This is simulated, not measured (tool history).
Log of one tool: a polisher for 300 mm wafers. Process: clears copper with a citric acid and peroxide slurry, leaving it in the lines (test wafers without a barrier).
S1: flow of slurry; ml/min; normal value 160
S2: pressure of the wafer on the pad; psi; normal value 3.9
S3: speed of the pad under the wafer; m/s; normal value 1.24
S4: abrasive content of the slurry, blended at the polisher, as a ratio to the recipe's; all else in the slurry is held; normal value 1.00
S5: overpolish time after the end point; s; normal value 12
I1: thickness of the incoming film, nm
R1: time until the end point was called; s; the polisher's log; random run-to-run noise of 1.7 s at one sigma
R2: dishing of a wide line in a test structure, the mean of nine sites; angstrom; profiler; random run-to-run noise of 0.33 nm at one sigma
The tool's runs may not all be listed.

| run | day | S1 | S2 | S3 | S4 | S5 | I1 | R1 | R2 |
|---|---|---|---|---|---|---|---|---|---|
| 1 | 0.000 | 160 | 3.9 | 1.24 | 1.00 | 12 | 368.7 | 105.2 | 256 |
| 2 | 0.958 | 160 | 3.9 | 1.24 | 1.00 | 12 | 367.0 | 108.0 | 254 |
| 3 | 2.329 | 160 | 3.9 | 1.24 | 1.00 | 12 | 369.8 | 106.7 | 252 |
|  | 4.250 | slurry blender recalibrated |
| 4 | 5.308 | 160 | 3.9 | 1.56 | 1.00 | 12 | 367.9 | 78.2 | 320 |
| 5 | 7.783 | 160 | 3.9 | 1.24 | 1.00 | 12 | 371.9 | 99.9 | 258 |
|  | 8.917 | slurry nozzle cleaned |
| 6 | 10.767 | 160 | 3.9 | 1.24 | 0.85 | 15 | 366.6 | 107.8 | 308 |
| 7 | 12.321 | 130 | 5.0 | 1.24 | 1.00 | 17 | 362.1 | 84.7 | 407 |
| 8 | 13.408 | 160 | 4.8 | 1.24 | 1.00 | 12 | 375.4 | 88.0 | 309 |
| 9 | 14.571 | 160 | 3.9 | 0.86 | 1.00 | 12 | 371.8 | 153.7 | 188 |
| 10 | 17.100 | 130 | 3.9 | 1.38 | 0.80 | 16 | 366.3 | 101.7 | 331 |
| 11 | 18.162 | 205 | 3.9 | 1.24 | 0.85 | 12 | 367.9 | 105.4 | 252 |
| 12 | 19.783 | 160 | 3.9 | 1.64 | 1.00 | 12 | 366.8 | 81.2 | 319 |
|  | 20.854 | worn pad replaced by a new one |
| 13 | 21.067 | 125 | 3.9 | 1.24 | 1.00 | 12 | 374.8 | 112.3 | 237 |
|  | 23.575 | head pressure recalibrated |
| 14 | 23.733 | 135 | 2.5 | 1.24 | 1.15 | 19 | 362.5 | 162.4 | 254 |
|  | 25.367 | slurry blender recalibrated |
| 15 | 26.729 | 160 | 3.9 | 1.24 | 1.00 | 7 | 366.8 | 97.3 | 161 |
| 16 | 29.504 | 160 | 3.9 | 1.24 | 1.00 | 12 | 364.7 | 99.9 | 265 |
|  | 32.075 | slurry nozzle cleaned |
| 17 | 32.275 | 160 | 3.9 | 1.38 | 0.90 | 12 | 365.6 | 93.6 | 279 |
| 18 | 34.758 | 160 | 3.9 | 1.24 | 1.00 | 17 | 373.1 | 108.0 | 349 |
| 19 | 37.412 | 160 | 3.9 | 1.24 | 1.00 | 12 | 370.7 | 104.7 | 258 |
|  | 38.988 | worn pad replaced by a new one |
| 20 | 39.321 | 160 | 3.9 | 1.24 | 0.85 | 12 | 371.0 | 108.7 | 252 |
| 21 | 44.583 | 145 | 3.9 | 1.44 | 0.75 | 7 | 370.2 | 97.6 | 168 |
| 22 | 45.817 | 160 | 3.9 | 0.88 | 1.00 | 15 | 371.1 | 144.6 | 227 |
|  | 46.329 | slurry blender recalibrated |
| 23 | 47.062 | 160 | 3.9 | 1.24 | 1.00 | 12 | 376.4 | 102.1 | 268 |
| 24 | 48.358 | 205 | 2.8 | 1.24 | 0.90 | 12 | 368.0 | 133.8 | 205 |
| 25 | 49.483 | 160 | 3.9 | 1.24 | 1.00 | 12 | 372.4 | 105.0 | 267 |
|  | 51.304 | slurry nozzle cleaned |
| 26 | 54.558 | 175 | 2.7 | 1.24 | 1.20 | 12 | 374.2 | 145.4 | 192 |
| 27 | 55.838 | 160 | 3.9 | 1.24 | 1.00 | 12 | 363.6 | 101.8 | 249 |
| 28 | 57.925 | 195 | 3.9 | 1.24 | 1.00 | 9 | 372.1 | 103.5 | 205 |

Give the tool's hidden conditions for every run:
removal rate lost through wear of the pad, %: 0 across all the runs
slurry flow missing at the pad, %: 0 across all the runs
deviation of the head's pressure from its setpoint, %: 0 across all the runs
H1: abrasive missing from the slurry, %
| run | H1 |
|---|---|
| 1 | 38.7 |
| 2 | 39.2 |
| 3 | 39.7 |
| 4 | 8.43 |
| 5 | 18.7 |
| 6 | 26.7 |
| 7 | 29.5 |
| 8 | 31.1 |
| 9 | 32.6 |
| 10 | 34.9 |
| 11 | 35.6 |
| 12 | 36.5 |
| 13 | 37.1 |
| 14 | 37.9 |
| 15 | 11.1 |
| 16 | 21.8 |
| 17 | 28.6 |
| 18 | 32.6 |
| 19 | 35.4 |
| 20 | 36.8 |
| 21 | 39 |
| 22 | 39.3 |
| 23 | 8.44 |
| 24 | 14.6 |
| 25 | 19.1 |
| 26 | 31.5 |
| 27 | 33.3 |
| 28 | 35.5 |
